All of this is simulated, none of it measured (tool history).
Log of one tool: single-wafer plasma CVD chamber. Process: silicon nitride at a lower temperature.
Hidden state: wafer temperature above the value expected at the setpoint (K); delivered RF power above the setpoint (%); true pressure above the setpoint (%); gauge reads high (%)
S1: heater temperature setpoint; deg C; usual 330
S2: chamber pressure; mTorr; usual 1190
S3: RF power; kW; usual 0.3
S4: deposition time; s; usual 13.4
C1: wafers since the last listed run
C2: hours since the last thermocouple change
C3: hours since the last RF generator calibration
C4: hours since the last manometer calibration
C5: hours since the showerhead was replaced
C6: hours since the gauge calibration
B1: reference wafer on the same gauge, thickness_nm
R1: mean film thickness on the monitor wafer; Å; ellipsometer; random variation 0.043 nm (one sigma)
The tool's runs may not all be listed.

run	day	S1	S2	S3	S4	C1	C2	C3	C4	C5	C6	B1	R1
1	0	330	1190	0.3	13.4	0	2144.8	1039.3	2724.5	6411.6	565.5	13.799	148.26
2	1.212	330	1190	0.3	13.4	529	2173.9	1068.4	2753.6	6440.7	594.6	13.798	147.52
3	2.279	330	1190	0.3	14.6	465	2199.5	1094	2779.2	6466.3	620.2	13.798	161.24
4	3.179	330	1190	0.3	13.4	393	2221.1	1115.6	2800.8	6487.9	641.8	13.809	148.82
# day 3.771: RF generator calibrated
5	6.758	335	1190	0.3	13.4	1418	2307	71.7	2886.7	6573.8	727.7	13.8	145.75
6	7.529	330	1020	0.28	12.1	336	2325.5	90.2	2905.2	6592.3	746.2	13.802	113.27
7	8.45	339	1190	0.255	13.4	402	2347.6	112.3	2927.3	6614.4	768.3	13.799	124.61
# day 9.804: showerhead replaced
# day 10.017: thermocouple changed; heater temperature recalibrated
8	10.038	330	1190	0.3	14.7	455	0.5	150.4	2965.4	5.6	806.4	13.807	159.1
# day 10.462: gauge calibrated
# day 10.567: capacitance manometer re-zeroed and calibrated
9	10.588	330	1420	0.24	13.4	94	13.7	163.6	0.5	18.8	3	13.79	127.01
# day 11.396: RF generator calibrated, repeated, since the last time left the tool worse
10	11.812	330	1020	0.28	12.1	389	43.1	10	29.9	48.2	32.4	13.802	116.92
11	15.179	336	990	0.3	13.4	1470	123.9	90.8	110.7	129	113.2	13.799	134.02
12	16.492	338	1330	0.24	14.5	573	155.4	122.3	142.2	160.5	144.7	13.802	137.78
13	17.829	330	1190	0.3	13.4	584	187.5	154.4	174.3	192.6	176.8	13.808	149.57
14	18.508	339	1190	0.3	13.4	296	203.8	170.7	190.6	208.9	193.1	13.81	149.6
15	19.179	319	1290	0.275	14.5	293	219.9	186.8	206.7	225	209.2	13.804	155.63
16	20.296	345	1050	0.3	13.4	487	246.7	213.6	233.5	251.8	236	13.813	138.04
17	20.846	324	1190	0.25	14.1	240	259.9	226.8	246.7	265	249.2	13.8	131.94
18	21.583	330	1190	0.3	13.4	322	277.6	244.5	264.4	282.7	266.9	13.794	148.69
19	22.396	316	1000	0.355	13.4	354	297.1	264	283.9	302.2	286.4	13.798	156.09
20	22.979	330	1480	0.36	13.4	254	311.1	278	297.9	316.2	300.4	13.799	191.13
21	24.221	330	1190	0.3	13.4	542	340.9	307.8	327.7	346	330.2	13.798	149.08
22	24.829	330	1190	0.3	13.4	265	355.5	322.4	342.3	360.6	344.8	13.795	148.55
23	25.717	330	1190	0.3	13.4	387	376.8	343.7	363.6	381.9	366.1	13.804	148.94
24	27.112	330	1370	0.3	13.4	609	410.3	377.2	397.1	415.4	399.6	13.796	158.8
25	27.788	330	1190	0.3	13.4	294	426.5	393.4	413.3	431.6	415.8	13.79	148.56
26	28.629	336	1190	0.28	13.4	367	446.7	413.6	433.5	451.8	436	13.794	139.29
27	29.717	330	1190	0.3	13.4	475	472.8	439.7	459.6	477.9	462.1	13.799	149.1
28	30.6	330	1190	0.3	13.4	385	494	460.9	480.8	499.1	483.3	13.801	148.32

Forecast each of these 4 alternatives for the next run:
A	30.617	330	1190	0.3	13.4	7	494.4	461.3	481.2	499.5	483.7	?	?
B	30.617	316	1020	0.3	13.4	7	494.4	461.3	481.2	499.5	483.7	?	?
C	30.617	330	1190	0.25	13.4	7	494.4	461.3	481.2	499.5	483.7	?	?
D	30.617	316	1430	0.3	13.4	7	494.4	461.3	481.2	499.5	483.7	?	?

run	B1	R1
A	13.802	148.01
B	13.802	136.44
C	13.802	124.52
D	13.802	161.89
Without the tool's hidden state the same runs would have given:
run	R1
A	149.68
B	137.98
C	125.98
D	163.72

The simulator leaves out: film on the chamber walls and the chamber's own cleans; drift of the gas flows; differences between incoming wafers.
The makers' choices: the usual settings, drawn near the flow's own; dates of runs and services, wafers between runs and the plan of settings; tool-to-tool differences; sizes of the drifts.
